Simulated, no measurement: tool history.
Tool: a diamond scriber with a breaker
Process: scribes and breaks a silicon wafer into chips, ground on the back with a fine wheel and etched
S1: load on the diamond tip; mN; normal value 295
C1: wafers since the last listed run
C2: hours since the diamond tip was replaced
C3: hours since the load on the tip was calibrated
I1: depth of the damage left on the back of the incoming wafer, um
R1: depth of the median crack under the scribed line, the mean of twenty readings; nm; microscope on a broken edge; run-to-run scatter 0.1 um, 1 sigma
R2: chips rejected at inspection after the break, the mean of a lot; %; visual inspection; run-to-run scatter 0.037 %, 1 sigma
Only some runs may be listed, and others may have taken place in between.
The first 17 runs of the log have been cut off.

| run | day | S1 | C1 | C2 | C3 | I1 | R1 | R2 |
|---|---|---|---|---|---|---|---|---|
|  | 11.071 | load on the tip recalibrated |
| 18 | 11.242 | 321 | 16 | 560.0 | 4.1 | 0.52 | 8450 | 1.34 |
| 19 | 11.583 | 362 | 16 | 568.2 | 12.3 | 0.65 | 9080 | 0.51 |
| 20 | 12.225 | 227 | 30 | 583.6 | 27.7 | 0.38 | 7230 | 14.74 |
| 21 | 12.483 | 224 | 12 | 589.8 | 33.9 | 0.74 | 7130 | 16.06 |
| 22 | 12.825 | 237 | 16 | 598.0 | 42.1 | 0.52 | 7270 | 11.23 |
| 23 | 13.500 | 295 | 32 | 614.2 | 58.3 | 0.38 | 8010 | 4.43 |
| 24 | 13.950 | 320 | 21 | 625.0 | 69.1 | 0.59 | 8130 | 2.23 |
| 25 | 16.012 | 228 | 99 | 674.5 | 118.6 | 0.30 | 7000 | 20.20 |
| 26 | 16.654 | 218 | 30 | 689.9 | 134.0 | 0.74 | 6950 | 23.62 |
| 27 | 17.154 | 295 | 24 | 701.9 | 146.0 | 0.61 | 7720 | 7.74 |
| 28 | 17.658 | 222 | 24 | 714.0 | 158.1 | 0.47 | 6740 | 21.95 |
|  | 17.975 | diamond tip replaced by a new one |
| 29 | 17.996 | 295 | 12 | 0.5 | 166.2 | 0.38 | 8670 | 0.73 |
| 30 | 18.562 | 216 | 27 | 14.1 | 179.8 | 0.79 | 7600 | 8.25 |
| 31 | 19.196 | 244 | 30 | 29.3 | 195.0 | 0.50 | 8140 | 4.10 |
| 32 | 19.908 | 295 | 34 | 46.4 | 212.1 | 0.59 | 8820 | 0.71 |
| 33 | 20.638 | 353 | 35 | 63.9 | 229.6 | 0.32 | 9550 | 1.90 |
| 34 | 21.796 | 228 | 55 | 91.7 | 257.4 | 0.40 | 7660 | 6.16 |
| 35 | 22.542 | 295 | 35 | 109.6 | 275.3 | 0.55 | 8590 | 0.78 |

Branching from run 35: 3 alternative next runs. What would each branch give?
| A | 22.567 | 295 | 1 | 110.2 | 275.9 | 0.36 | ? | ? |
| B | 22.567 | 347 | 1 | 110.2 | 275.9 | 0.36 | ? | ? |
| C | 22.567 | 333 | 1 | 110.2 | 275.9 | 0.36 | ? | ? |

| run | R1 | R2 |
|---|---|---|
| A | 8810 | 0.67 |
| B | 9540 | 1.34 |
| C | 9350 | 0.83 |
With the hidden condition removed and each run's random variation left untouched, the same runs would have given:
| run | R1 | R2 |
|---|---|---|
| A | 9030 | 0.50 |
| B | 9780 | 2.25 |
| C | 9580 | 1.47 |
